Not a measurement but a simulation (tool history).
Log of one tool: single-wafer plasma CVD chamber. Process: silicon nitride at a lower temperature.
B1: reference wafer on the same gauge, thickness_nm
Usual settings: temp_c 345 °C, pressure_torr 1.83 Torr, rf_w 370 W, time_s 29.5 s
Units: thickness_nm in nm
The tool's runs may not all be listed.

run 1 hour=0 | temp_c=354 pressure_torr=1.68 rf_w=370 time_s=29.5 | B1=38.808 | thickness_nm=45.404
run 2 hour=60.7 | temp_c=354 pressure_torr=1.68 rf_w=370 time_s=29.5 | B1=38.817 | thickness_nm=44.822
run 3 hour=119.5 | temp_c=354 pressure_torr=1.68 rf_w=370 time_s=29.5 | B1=38.79 | thickness_nm=45.343
run 4 hour=173.3 | temp_c=340 pressure_torr=1.83 rf_w=330 time_s=29.5 | B1=38.769 | thickness_nm=41.104
-- hour=247.5 RF generator calibrated
run 5 hour=248 | temp_c=340 pressure_torr=1.83 rf_w=330 time_s=29.5 | B1=38.771 | thickness_nm=41.472
run 6 hour=298.2 | temp_c=340 pressure_torr=1.83 rf_w=330 time_s=29.5 | B1=38.812 | thickness_nm=41.562
run 7 hour=336.7 | temp_c=345 pressure_torr=2.16 rf_w=370 time_s=29.5 | B1=38.805 | thickness_nm=47.854
-- hour=373.5 thermocouple changed; heater temperature recalibrated
run 8 hour=390.6 | temp_c=345 pressure_torr=2.16 rf_w=370 time_s=29.5 | B1=38.794 | thickness_nm=48.244
-- hour=424.6 capacitance manometer re-zeroed and calibrated
run 9 hour=433.6 | temp_c=345 pressure_torr=1.83 rf_w=370 time_s=29.5 | B1=38.778 | thickness_nm=46.256
run 10 hour=461.9 | temp_c=345 pressure_torr=1.83 rf_w=370 time_s=29.5 | B1=38.81 | thickness_nm=46.858
-- hour=492.3 gauge calibrated
run 11 hour=507 | temp_c=345 pressure_torr=1.7 rf_w=370 time_s=29.5 | B1=38.801 | thickness_nm=45.113
run 12 hour=565.7 | temp_c=345 pressure_torr=1.83 rf_w=370 time_s=29.5 | B1=38.78 | thickness_nm=46.584
run 13 hour=594.2 | temp_c=354 pressure_torr=1.83 rf_w=370 time_s=29.5 | B1=38.799 | thickness_nm=46.109
run 14 hour=650.5 | temp_c=345 pressure_torr=1.83 rf_w=370 time_s=29.5 | B1=38.782 | thickness_nm=46.152
run 15 hour=718.2 | temp_c=337 pressure_torr=1.5 rf_w=390 time_s=29.5 | B1=38.757 | thickness_nm=46.428
run 16 hour=754.2 | temp_c=345 pressure_torr=2.13 rf_w=370 time_s=33.9 | B1=38.815 | thickness_nm=55.431
run 17 hour=793.2 | temp_c=345 pressure_torr=1.83 rf_w=370 time_s=29.5 | B1=38.812 | thickness_nm=46.553
-- hour=843.5 showerhead replaced
run 18 hour=950.5 | temp_c=345 pressure_torr=2.25 rf_w=370 time_s=29.5 | B1=38.825 | thickness_nm=49.067
run 19 hour=991 | temp_c=335 pressure_torr=1.83 rf_w=370 time_s=25.2 | B1=38.796 | thickness_nm=39.773
run 20 hour=1067.3 | temp_c=345 pressure_torr=1.83 rf_w=370 time_s=29.5 | B1=38.784 | thickness_nm=45.702
run 21 hour=1129.8 | temp_c=358 pressure_torr=1.83 rf_w=350 time_s=33.4 | B1=38.788 | thickness_nm=49.737
run 22 hour=1160.7 | temp_c=345 pressure_torr=1.83 rf_w=370 time_s=33.8 | B1=38.803 | thickness_nm=52.605
run 23 hour=1260.7 | temp_c=331 pressure_torr=1.95 rf_w=430 time_s=33.2 | B1=38.825 | thickness_nm=61.373
run 24 hour=1305.7 | temp_c=352 pressure_torr=1.83 rf_w=370 time_s=29.5 | B1=38.813 | thickness_nm=45.739
run 25 hour=1355.5 | temp_c=338 pressure_torr=1.99 rf_w=370 time_s=29.5 | B1=38.774 | thickness_nm=47.577
run 26 hour=1398.3 | temp_c=345 pressure_torr=1.83 rf_w=370 time_s=29.5 | B1=38.803 | thickness_nm=46.685
run 27 hour=1463.6 | temp_c=345 pressure_torr=2.08 rf_w=405 time_s=29.5 | B1=38.801 | thickness_nm=52.202
run 28 hour=1522.4 | temp_c=330 pressure_torr=1.83 rf_w=420 time_s=31.8 | B1=38.819 | thickness_nm=56.559
run 29 hour=1578 | temp_c=340 pressure_torr=1.42 rf_w=335 time_s=27.8 | B1=38.832 | thickness_nm=37.062

Forecast each of these 4 alternatives for the next run:
run A hour=1578.4 | temp_c=345 pressure_torr=1.83 rf_w=315 time_s=29.5 | B1=? | thickness_nm=?
run B hour=1578.4 | temp_c=345 pressure_torr=2.15 rf_w=345 time_s=29.5 | B1=? | thickness_nm=?
run C hour=1578.4 | temp_c=355 pressure_torr=1.83 rf_w=340 time_s=29.5 | B1=? | thickness_nm=?
run D hour=1578.4 | temp_c=345 pressure_torr=2.01 rf_w=370 time_s=29.5 | B1=? | thickness_nm=?

run=A B1=38.827 thickness_nm=39.249
run=B B1=38.827 thickness_nm=45.143
run=C B1=38.827 thickness_nm=42.529
run=D B1=38.827 thickness_nm=47.571
Without the tool's hidden state the same runs would have given:
run=A thickness_nm=39.249
run=B thickness_nm=45.143
run=C thickness_nm=42.529
run=D thickness_nm=47.571

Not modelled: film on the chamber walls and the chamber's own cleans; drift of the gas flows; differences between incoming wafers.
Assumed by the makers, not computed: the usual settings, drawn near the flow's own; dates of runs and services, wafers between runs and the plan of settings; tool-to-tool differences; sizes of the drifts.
